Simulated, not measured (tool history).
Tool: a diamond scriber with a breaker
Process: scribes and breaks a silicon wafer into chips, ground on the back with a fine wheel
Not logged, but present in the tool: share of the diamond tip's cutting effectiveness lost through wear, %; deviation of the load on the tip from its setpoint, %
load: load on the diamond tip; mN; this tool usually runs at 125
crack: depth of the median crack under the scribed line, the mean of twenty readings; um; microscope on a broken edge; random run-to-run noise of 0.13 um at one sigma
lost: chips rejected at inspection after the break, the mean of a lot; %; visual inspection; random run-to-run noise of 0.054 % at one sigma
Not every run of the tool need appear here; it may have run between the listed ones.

run	hour	load	wafers since the last listed run	hours since the diamond tip was replaced	hours since the load on the tip was calibrated	incoming depth of the damage left on the back of the incoming wafer, um	crack	lost
1	0.0	108	0	747.7	1010.9	2.07	9.35	3.84
2	22.1	108	66	769.8	1033.0	1.72	9.36	3.42
3	42.2	108	60	789.9	1053.1	2.01	9.41	3.90
4	54.7	125	37	802.4	1065.6	2.12	10.24	2.05
5	71.3	125	50	819.0	1082.2	2.44	10.11	2.60
6	92.1	125	62	839.8	1103.0	2.40	9.99	2.62
7	104.2	125	36	851.9	1115.1	2.69	9.79	3.17
8	135.5	95	94	883.2	1146.4	1.53	8.44	6.05
9	148.7	95	39	896.4	1159.6	1.53	8.34	6.03
10	162.0	95	40	909.7	1172.9	2.46	8.65	8.18
11	174.8	148	38	922.5	1185.7	1.53	10.84	0.96
12	203.7	138	87	951.4	1214.6	2.99	10.35	2.93
13	231.0	138	82	978.7	1241.9	1.55	10.48	1.15
14	250.9	138	60	998.6	1261.8	1.74	10.16	1.34
# hour 263.1: diamond tip replaced by a new one
15	266.8	125	42	3.7	1277.7	2.18	10.89	1.36
16	299.8	95	99	36.7	1310.7	2.98	9.24	5.48
17	320.6	135	62	57.5	1331.5	1.98	11.23	1.32
18	349.8	125	88	86.7	1360.7	2.85	10.84	2.29
19	362.6	125	38	99.5	1373.5	2.17	10.92	1.48
20	392.8	156	91	129.7	1403.7	2.10	12.09	2.07
21	415.9	159	69	152.8	1426.8	2.72	12.28	2.58
22	440.2	99	73	177.1	1451.1	1.88	9.48	3.38
# hour 451.7: load on the tip recalibrated
23	467.8	125	77	204.7	16.1	2.38	10.53	1.73
24	490.1	97	67	227.0	38.4	1.59	9.28	3.54
25	506.7	160	50	243.6	55.0	1.65	12.42	2.00
26	531.8	91	75	268.7	80.1	1.71	8.92	5.08
27	567.4	125	107	304.3	115.7	1.51	10.56	1.12
28	588.1	107	62	325.0	136.4	2.09	9.89	2.75
29	664.2	111	230	401.1	212.5	2.99	9.80	4.16

4 options for the next run, each taken on its own from the tool as it stands now. Forecast them:
A	664.8	98	1	401.7	213.1	2.82	?	?
B	664.8	157	1	401.7	213.1	2.82	?	?
C	664.8	158	1	401.7	213.1	2.82	?	?
D	664.8	113	1	401.7	213.1	2.82	?	?

run	crack	lost
A	8.95	5.86
B	11.73	2.41
C	11.77	2.45
D	9.69	3.59
The same runs, with their run-to-run variation unchanged, on a tool lacking any hidden condition would have given:
run	crack	lost
A	9.39	4.36
B	12.31	3.07
C	12.36	3.13
D	10.17	2.72
